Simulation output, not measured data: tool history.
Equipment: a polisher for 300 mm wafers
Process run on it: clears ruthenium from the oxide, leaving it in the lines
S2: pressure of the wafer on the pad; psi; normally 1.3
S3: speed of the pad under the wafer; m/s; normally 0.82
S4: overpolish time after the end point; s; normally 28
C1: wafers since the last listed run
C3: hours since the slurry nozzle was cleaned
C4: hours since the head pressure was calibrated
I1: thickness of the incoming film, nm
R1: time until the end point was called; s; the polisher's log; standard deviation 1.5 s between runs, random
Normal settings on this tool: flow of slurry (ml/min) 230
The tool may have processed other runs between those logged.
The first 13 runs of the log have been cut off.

At day 23.812: slurry nozzle cleaned.
Run 14, day 25.308: usual settings but S4 24 s; C1 316; wafers polished on this pad 2054; C3 35.9; C4 951.2; I1 65.7. Result: R1 97.1 s.
Run 15, day 27.796: usual settings but S4 24 s; C1 457; wafers polished on this pad 2512; C3 95.6; C4 1010.9; I1 64.2. Result: R1 95.4 s.
At day 29.096: worn pad replaced by a new one.
Run 16, day 30.112: usual settings but S4 24 s; C1 395; wafers polished on this pad 187; C3 151.2; C4 1066.5; I1 64.8. Result: R1 87.5 s.
Run 17, day 31.267: usual settings; C1 212; wafers polished on this pad 399; C3 178.9; C4 1094.2; I1 65.2. Result: R1 87.7 s.
Run 18, day 33.625: usual settings but S3 0.94 m/s; C1 434; wafers polished on this pad 834; C3 235.5; C4 1150.8; I1 65.1. Result: R1 86.5 s.
Run 19, day 35.696: usual settings but S3 1.06 m/s; C1 381; wafers polished on this pad 1215; C3 285.2; C4 1200.5; I1 65.3. Result: R1 76.4 s.
Run 20, day 37.638: usual settings but flow of slurry (ml/min) 170, S2 0.9 psi, S3 0.96 m/s, S4 35 s; C1 357; wafers polished on this pad 1572; C3 331.8; C4 1247.1; I1 64.8. Result: R1 125.4 s.
At day 38.950: slurry nozzle cleaned.
Run 21, day 40.012: usual settings; C1 429; wafers polished on this pad 2002; C3 25.5; C4 1304.1; I1 65.1. Result: R1 98.3 s.
At day 40.921: head pressure recalibrated.
Run 22, day 41.917: usual settings but flow of slurry (ml/min) 275; C1 335; wafers polished on this pad 2337; C3 71.2; C4 23.9; I1 65.0. Result: R1 99.1 s.
Run 23, day 43.833: usual settings but S4 22 s; C1 352; wafers polished on this pad 2690; C3 117.2; C4 69.9; I1 65.5. Result: R1 96.3 s.
At day 44.142: worn pad replaced by a new one.
Run 24, day 46.325: usual settings but S2 0.9 psi; C1 428; wafers polished on this pad 402; C3 177.0; C4 129.7; I1 63.6. Result: R1 125.8 s.
Run 25, day 48.458: usual settings but flow of slurry (ml/min) 265, S2 1.0 psi, S3 0.70 m/s, S4 16 s; C1 392; wafers polished on this pad 794; C3 228.2; C4 180.9; I1 65.3. Result: R1 130.1 s.
Run 26, day 49.683: usual settings but flow of slurry (ml/min) 285, S4 42 s; C1 225; wafers polished on this pad 1020; C3 257.6; C4 210.3; I1 64.6. Result: R1 89.7 s.
Run 27, day 52.262: usual settings but S3 0.54 m/s; C1 474; wafers polished on this pad 1495; C3 319.5; C4 272.2; I1 64.2. Result: R1 124.5 s.
Run 28, day 53.417: usual settings; C1 212; wafers polished on this pad 1707; C3 347.2; C4 299.9; I1 65.3. Result: R1 94.0 s.
At day 55.588: slurry nozzle cleaned.
Run 29, day 55.808: usual settings but flow of slurry (ml/min) 295, S2 1.2 psi, S3 0.90 m/s; C1 432; wafers polished on this pad 2140; C3 5.3; C4 357.3; I1 64.6. Result: R1 94.7 s.
Run 30, day 57.962: usual settings but flow of slurry (ml/min) 270, S2 1.7 psi, S3 0.74 m/s, S4 19 s; C1 396; wafers polished on this pad 2536; C3 57.0; C4 409.0; I1 65.2. Result: R1 79.6 s.
Run 31, day 58.992: usual settings; C1 189; wafers polished on this pad 2726; C3 81.7; C4 433.7; I1 64.0. Result: R1 99.3 s.
At day 59.262: worn pad replaced by a new one.
Run 32, day 60.892: usual settings but S4 24 s; C1 319; wafers polished on this pad 299; C3 127.3; C4 479.3; I1 64.6. Result: R1 87.0 s.
Run 33, day 63.225: usual settings but flow of slurry (ml/min) 160, S4 20 s; C1 429; wafers polished on this pad 729; C3 183.3; C4 535.3; I1 64.5. Result: R1 92.7 s.
Run 34, day 65.412: usual settings but S2 1.5 psi; C1 402; wafers polished on this pad 1132; C3 235.8; C4 587.8; I1 64.7. Result: R1 77.9 s.
Run 35, day 67.196: usual settings but flow of slurry (ml/min) 155, S4 23 s; C1 328; wafers polished on this pad 1460; C3 278.6; C4 630.6; I1 65.8. Result: R1 95.2 s.
Run 36, day 69.950: usual settings but flow of slurry (ml/min) 195; C1 507; wafers polished on this pad 1967; C3 344.7; C4 696.7; I1 64.5. Result: R1 95.8 s.
Run 37, day 71.946: usual settings but flow of slurry (ml/min) 185, S2 0.9 psi, S3 0.90 m/s, S4 13 s; C1 367; wafers polished on this pad 2335; C3 392.6; C4 744.6; I1 65.0. Result: R1 134.6 s.

What if the next run were any one of these 4? Each begins from the tool's condition after run 37:
Run A, day 71.967: usual settings; C1 3; wafers polished on this pad 2338; C3 393.1; C4 745.1; I1 65.6. Result: R1 ?.
Run B, day 71.967: usual settings but flow of slurry (ml/min) 310, S4 45 s; C1 3; wafers polished on this pad 2338; C3 393.1; C4 745.1; I1 65.6. Result: R1 ?.
Run C, day 71.967: usual settings but S2 1.7 psi, S4 15 s; C1 3; wafers polished on this pad 2338; C3 393.1; C4 745.1; I1 65.6. Result: R1 ?.
Run D, day 71.967: usual settings but S2 1.7 psi; C1 3; wafers polished on this pad 2338; C3 393.1; C4 745.1; I1 65.6. Result: R1 ?.

run    R1
  A  96.3
  B  94.0
  C  73.6
  D  73.6
With no hidden state in the tool, these same runs would have given:
run    R1
  A  86.3
  B  84.3
  C  66.0
  D  66.0
